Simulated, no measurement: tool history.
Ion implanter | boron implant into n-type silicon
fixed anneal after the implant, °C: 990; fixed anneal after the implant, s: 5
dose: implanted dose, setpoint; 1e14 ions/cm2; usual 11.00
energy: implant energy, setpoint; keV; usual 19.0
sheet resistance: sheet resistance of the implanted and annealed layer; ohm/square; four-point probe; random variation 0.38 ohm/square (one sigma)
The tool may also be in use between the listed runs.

run     day   dose  energy  read-back reference wafer on the same gauge, sheet resistance  sheet resistance
  1   0.000  11.00    19.0                                                         128.11            118.60
  2   2.204  10.18    24.0                                                         127.91            121.94
  3   3.367  11.00    19.0                                                         127.90            118.71
  4   8.221  11.00    19.0                                                         128.01            119.25
  5  10.917  11.00    21.0                                                         128.00            116.92
  6  11.933  11.00    17.0                                                         128.03            120.88
  7  13.546  11.00    17.0                                                         128.01            120.74
  8  16.471  11.00    17.0                                                         127.88            120.37
  9  18.200  11.00    19.0                                                         128.05            118.80
 10  19.329  11.00    19.0                                                         127.94            118.33
 11  21.142   8.60    21.5                                                         127.93            140.58
 12  22.396  11.93    21.5                                                         127.99            109.97
 13  23.854  11.00    19.0                                                         128.15            118.22
 14  26.275   9.02    19.0                                                         128.03            137.01
 15  28.588  11.00    19.0                                                         128.08            118.89
 16  30.542  11.00    16.0                                                         127.95            121.92
 17  35.954   8.31    16.5                                                         128.15            147.31
 18  36.992  14.16    15.0                                                         127.97            107.88
 19  37.996   9.85    20.5                                                         128.06            126.28
 20  39.017  14.12    19.0                                                         127.99            101.31

Not shown: 3 entries that the log had between the listed runs. Between which runs, and how does the tool's hidden state differ before and after?
Between runs 6 and 7: extraction supply calibrated (day 12.546)
  no hidden state differs between the two runs
Between runs 12 and 13: Faraday cup replaced and dose calibrated (day 23.725)
  no hidden state differs between the two runs
Between runs 15 and 16: gauge calibrated (day 29.608)
  no hidden state differs between the two runs
